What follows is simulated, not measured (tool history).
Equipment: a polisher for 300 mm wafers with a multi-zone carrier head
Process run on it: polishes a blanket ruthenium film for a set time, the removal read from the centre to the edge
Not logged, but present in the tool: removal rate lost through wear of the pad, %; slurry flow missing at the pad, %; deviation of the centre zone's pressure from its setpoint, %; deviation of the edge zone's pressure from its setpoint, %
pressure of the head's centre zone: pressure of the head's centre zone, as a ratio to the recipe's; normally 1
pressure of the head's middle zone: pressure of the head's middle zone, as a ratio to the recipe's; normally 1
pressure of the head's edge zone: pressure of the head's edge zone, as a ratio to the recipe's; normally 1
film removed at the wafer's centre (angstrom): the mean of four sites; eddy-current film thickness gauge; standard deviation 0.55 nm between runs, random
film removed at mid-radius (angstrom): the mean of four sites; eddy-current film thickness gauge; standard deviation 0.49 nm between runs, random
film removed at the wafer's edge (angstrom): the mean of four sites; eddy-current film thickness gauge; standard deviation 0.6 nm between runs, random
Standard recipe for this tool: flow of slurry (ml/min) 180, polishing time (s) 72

run	hour	flow of slurry (ml/min)	pressure of the head's centre zone	pressure of the head's middle zone	pressure of the head's edge zone	polishing time (s)	wafers since the last listed run	wafers polished on this pad	hours since the slurry nozzle was cleaned	hours since the centre zone pressure was calibrated	hours since the edge zone pressure was calibrated	hours since the carrier head's membrane was replaced	incoming thickness of the incoming film, nm	film removed at the wafer's centre (angstrom)	film removed at mid-radius (angstrom)	film removed at the wafer's edge (angstrom)
1	0	180	1.07	1	1	56	0	176	7.3	270.1	890.7	535.7	403.6	629	586	598
2	67	180	1.07	1	1	56	461	638	74.3	337.1	957.7	602.7	403.2	623	583	586
3	136.4	180	1	1	1	72	478	1116	143.7	406.5	1027.1	672.1	413.6	729	735	742
# hour 237.9: worn pad replaced by a new one
4	238.4	180	1	1	1	72	675	3	245.7	508.5	1129.1	774.1	405.6	770	781	780
5	297.4	180	1	1	1	72	406	409	304.7	567.5	1188.1	833.1	409.8	749	764	764
6	359	180	1	1	1	72	424	834	366.3	629.1	1249.7	894.7	405.2	743	748	756
7	428.6	180	1	1	1	72	479	1313	435.9	698.7	1319.3	964.3	414.4	734	738	748
8	504.3	180	1	1	1	72	521	1835	511.6	774.4	1395	1040	412	726	725	732
# hour 529.9: slurry nozzle cleaned
# hour 542.8: worn pad replaced by a new one
9	611.2	180	1	1	1	72	701	471	81.3	881.3	1501.9	1146.9	411.6	758	768	772
# hour 679.2: edge zone pressure recalibrated
10	701.8	225	1	1.1	1	72	610	1081	171.9	971.9	22.6	1237.5	404	769	824	774
11	752	180	1	0.91	1.08	94	345	1427	222.1	1022.1	72.8	1287.7	402.4	964	875	1011
12	790.2	235	1	1	1	72	263	1690	260.3	1060.3	111	1325.9	409	767	754	761

What will run 13 give?
# hour 794.5: worn pad replaced by a new one, of another model than before
13	882.3	180	1	1	1	72	606	604	352.4	1152.4	203.1	1418	403.8	?	?	?

{"run 13": {"film removed at the wafer's centre (angstrom)": 757, "film removed at mid-radius (angstrom)": 746, "film removed at the wafer's edge (angstrom)": 765}}
With the hidden condition absent and the run-to-run variation left alone, this run would have shown film removed at the wafer's centre (angstrom) 778, film removed at mid-radius (angstrom) 766, film removed at the wafer's edge (angstrom) 785.
